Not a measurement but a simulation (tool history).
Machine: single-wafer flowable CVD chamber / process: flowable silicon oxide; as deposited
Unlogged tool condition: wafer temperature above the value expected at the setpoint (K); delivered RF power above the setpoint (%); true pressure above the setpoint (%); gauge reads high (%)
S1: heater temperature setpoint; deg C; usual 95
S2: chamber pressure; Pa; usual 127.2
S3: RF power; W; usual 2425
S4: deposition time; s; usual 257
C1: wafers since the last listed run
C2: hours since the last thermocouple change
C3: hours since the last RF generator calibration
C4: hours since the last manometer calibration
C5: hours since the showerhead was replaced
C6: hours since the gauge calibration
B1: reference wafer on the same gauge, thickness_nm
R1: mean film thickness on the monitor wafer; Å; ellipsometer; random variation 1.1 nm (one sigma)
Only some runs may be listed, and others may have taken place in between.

run,hour,S1,S2,S3,S4,C1,C2,C3,C4,C5,C6,B1,R1
1,0.0,95,127.2,2425,257,0,59.9,1254.2,1105.6,7060.5,1214.6,209.184,2201.22
2,87.9,95,127.2,2425,257,626,147.8,1342.1,1193.5,7148.4,1302.5,209.332,2194.65
# hour 138.5: RF generator calibrated
3,188.7,95,127.2,2425,257,661,248.6,50.2,1294.3,7249.2,1403.3,208.566,2208.03
4,238.0,95,127.2,2425,257,351,297.9,99.5,1343.6,7298.5,1452.6,209.231,2200.66
5,290.1,98,127.2,2270,257,371,350.0,151.6,1395.7,7350.6,1504.7,208.824,1948.69
6,328.3,98,127.2,2270,257,272,388.2,189.8,1433.9,7388.8,1542.9,208.881,1948.40
7,430.0,98,127.2,2270,257,725,489.9,291.5,1535.6,7490.5,1644.6,208.986,1965.26
8,510.2,95,127.2,2425,219,571,570.1,371.7,1615.8,7570.7,1724.8,208.871,1888.05
9,569.1,95,127.2,2425,219,420,629.0,430.6,1674.7,7629.6,1783.7,208.887,1873.33
# hour 577.7: capacitance manometer re-zeroed and calibrated
# hour 663.8: showerhead replaced
10,675.1,95,127.2,2425,219,641,735.0,536.6,97.4,11.3,1889.7,209.430,1859.64
11,771.1,88,127.2,2425,257,684,831.0,632.6,193.4,107.3,1985.7,208.837,2765.95
12,870.5,95,127.2,2425,257,708,930.4,732.0,292.8,206.7,2085.1,208.877,2197.82
13,1179.0,95,127.2,2800,257,2199,1238.9,1040.5,601.3,515.2,2393.6,208.930,2212.82
14,1306.9,89,127.2,2425,257,912,1366.8,1168.4,729.2,643.1,2521.5,209.383,2717.19
15,1383.2,95,127.2,1955,257,544,1443.1,1244.7,805.5,719.4,2597.8,209.134,2138.68
# hour 1422.4: gauge calibrated
# hour 1451.1: RF generator calibrated
16,1535.1,95,107.7,2425,257,1026,1595.0,84.0,957.4,871.3,112.7,208.944,1870.05
# hour 1635.2: thermocouple changed; heater temperature recalibrated
17,1635.7,95,113.3,2170,257,660,0.5,184.6,1058.0,971.9,213.3,209.122,1935.52
18,1720.3,99,127.2,2425,257,603,85.1,269.2,1142.6,1056.5,297.9,208.658,1930.79

Run 19 has not been measured yet. What should we expect?
19,1822.4,95,127.2,2425,257,728,187.2,371.3,1244.7,1158.6,400.0,?,?

{"run 19": {"B1": 208.972, "R1": 2208.35}}
With the hidden condition absent and the run-to-run variation left alone, this run would have shown R1 2208.35 Å.

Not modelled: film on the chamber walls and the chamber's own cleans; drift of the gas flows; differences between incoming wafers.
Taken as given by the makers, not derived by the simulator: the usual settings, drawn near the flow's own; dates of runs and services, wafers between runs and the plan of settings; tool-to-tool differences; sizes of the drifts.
